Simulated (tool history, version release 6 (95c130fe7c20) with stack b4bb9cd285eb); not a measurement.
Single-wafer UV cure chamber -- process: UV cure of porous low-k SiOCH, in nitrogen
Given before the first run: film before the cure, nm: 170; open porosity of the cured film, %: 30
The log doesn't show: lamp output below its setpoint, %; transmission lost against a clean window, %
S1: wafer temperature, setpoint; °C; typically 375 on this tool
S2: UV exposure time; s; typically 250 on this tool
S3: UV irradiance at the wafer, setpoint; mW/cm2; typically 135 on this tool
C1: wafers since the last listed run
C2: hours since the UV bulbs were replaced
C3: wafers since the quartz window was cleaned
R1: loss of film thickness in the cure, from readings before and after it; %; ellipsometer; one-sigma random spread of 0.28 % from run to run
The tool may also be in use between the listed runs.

Run 1, hour 0.0: usual settings but S1 360 °C, S3 156 mW/cm2; C1 0; C2 471.6; C3 379. Result: R1 15.238 %.
Run 2, hour 67.5: usual settings; C1 440; C2 539.1; C3 820. Result: R1 14.515 %.
Run 3, hour 134.5: usual settings; C1 437; C2 606.1; C3 1257. Result: R1 14.254 %.
Run 4, hour 199.7: usual settings but S2 155 s, S3 115 mW/cm2; C1 425; C2 671.3; C3 1683. Result: R1 11.844 %.
Run 5, hour 230.4: usual settings; C1 200; C2 702.0; C3 1883. Result: R1 14.676 %.
Run 6, hour 293.3: usual settings; C1 410; C2 764.9; C3 2294. Result: R1 14.525 %.
Run 7, hour 346.1: usual settings; C1 344; C2 817.7; C3 2638. Result: R1 14.486 %.
At hour 354.8: quartz window cleaned.
Run 8, hour 375.2: usual settings; C1 137; C2 846.8; C3 132. Result: R1 14.478 %.
Run 9, hour 406.5: usual settings; C1 204; C2 878.1; C3 337. Result: R1 14.871 %.
Run 10, hour 462.4: usual settings; C1 364; C2 934.0; C3 702. Result: R1 14.506 %.
Run 11, hour 499.5: usual settings but S2 190 s; C1 242; C2 971.1; C3 944. Result: R1 13.619 %.
Run 12, hour 541.3: usual settings; C1 272; C2 1012.9; C3 1217. Result: R1 14.387 %.
Run 13, hour 592.1: usual settings but S1 362 °C, S2 190 s; C1 331; C2 1063.7; C3 1548. Result: R1 12.994 %.
Run 14, hour 620.9: usual settings but S1 357 °C, S2 200 s, S3 121 mW/cm2; C1 187; C2 1092.5; C3 1736. Result: R1 12.708 %.
Run 15, hour 692.6: usual settings; C1 468; C2 1164.2; C3 2204. Result: R1 14.644 %.
Run 16, hour 729.1: usual settings but S1 359 °C, S2 195 s; C1 238; C2 1200.7; C3 2442. Result: R1 13.263 %.
At hour 743.7: quartz window cleaned.
At hour 756.7: UV bulbs replaced.
Run 17, hour 764.1: usual settings but S1 383 °C; C1 124; C2 7.4; C3 80. Result: R1 16.167 %.
Run 18, hour 822.8: usual settings but S2 340 s, S3 163 mW/cm2; C1 383; C2 66.1; C3 463. Result: R1 18.528 %.
Run 19, hour 871.1: usual settings but S1 383 °C, S2 180 s; C1 315; C2 114.4; C3 779. Result: R1 14.119 %.
Run 20, hour 928.4: usual settings but S1 364 °C, S2 190 s, S3 95 mW/cm2; C1 374; C2 171.7; C3 1153. Result: R1 11.798 %.
Run 21, hour 980.9: usual settings but S3 122 mW/cm2; C1 342; C2 224.2; C3 1495. Result: R1 15.007 %.

Predict each of these 3 candidate next runs independently; none follows another, all start after run 21:
Run A, hour 981.4: usual settings; C1 3; C2 224.7; C3 1499. Result: R1 ?.
Run B, hour 981.4: usual settings but S2 135 s; C1 3; C2 224.7; C3 1499. Result: R1 ?.
Run C, hour 981.4: usual settings but S2 200 s, S3 173 mW/cm2; C1 3; C2 224.7; C3 1499. Result: R1 ?.

run      R1
  A  15.351
  B  12.235
  C  15.480
Without the tool's hidden state the same runs would have given:
run      R1
  A  16.000
  B  12.850
  C  16.131
